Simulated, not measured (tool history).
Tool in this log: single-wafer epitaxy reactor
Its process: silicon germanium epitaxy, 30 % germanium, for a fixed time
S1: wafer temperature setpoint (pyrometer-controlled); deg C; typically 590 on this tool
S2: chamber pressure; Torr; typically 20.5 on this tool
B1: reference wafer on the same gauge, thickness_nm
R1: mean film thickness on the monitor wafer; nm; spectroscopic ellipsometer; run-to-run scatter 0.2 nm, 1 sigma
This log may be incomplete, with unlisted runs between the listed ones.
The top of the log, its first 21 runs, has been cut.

{"run": 22, "hour": 1681.9, "S1": 590, "S2": 25.5, "B1": 57.392, "R1": 52.003}
{"run": 23, "hour": 1781.2, "S1": 590, "S2": 20.5, "B1": 57.408, "R1": 48.788}
{"hour": 1847.2, "done": "showerhead replaced"}
{"run": 24, "hour": 1861.4, "S1": 580, "S2": 24.4, "B1": 57.403, "R1": 43.539}
{"run": 25, "hour": 1968.0, "S1": 576, "S2": 25.0, "B1": 57.405, "R1": 40.933}
{"run": 26, "hour": 2074.5, "S1": 590, "S2": 20.5, "B1": 57.391, "R1": 48.587}
{"run": 27, "hour": 2155.2, "S1": 590, "S2": 20.5, "B1": 57.293, "R1": 48.665}
{"run": 28, "hour": 2246.7, "S1": 590, "S2": 20.5, "B1": 57.433, "R1": 49.116}
{"run": 29, "hour": 2288.7, "S1": 597, "S2": 23.0, "B1": 57.453, "R1": 55.647}
{"run": 30, "hour": 2334.2, "S1": 590, "S2": 20.5, "B1": 57.399, "R1": 48.51}
{"run": 31, "hour": 2441.1, "S1": 577, "S2": 23.0, "B1": 57.46, "R1": 40.089}
{"hour": 2449.2, "done": "capacitance manometer re-zeroed and calibrated"}
{"run": 32, "hour": 2507.4, "S1": 585, "S2": 22.1, "B1": 57.37, "R1": 46.974}
{"run": 33, "hour": 2563.5, "S1": 576, "S2": 15.7, "B1": 57.419, "R1": 37.021}

Each row is a separate what-if for the run after 33, all from the same tool condition, not one after another. Results?
{"run": "A", "hour": 2563.9, "S1": 590, "S2": 20.5, "B1": "?", "R1": "?"}
{"run": "B", "hour": 2563.9, "S1": 578, "S2": 16.7, "B1": "?", "R1": "?"}
{"run": "C", "hour": 2563.9, "S1": 579, "S2": 25.5, "B1": "?", "R1": "?"}
{"run": "D", "hour": 2563.9, "S1": 594, "S2": 18.3, "B1": "?", "R1": "?"}

run=A B1=57.442 R1=50.362
run=B B1=57.442 R1=39.239
run=C B1=57.442 R1=44.463
run=D B1=57.442 R1=52.258
Had the tool no hidden state, the same runs would have come out as:
run=A R1=48.998
run=B R1=38.153
run=C R1=43.234
run=D R1=50.853
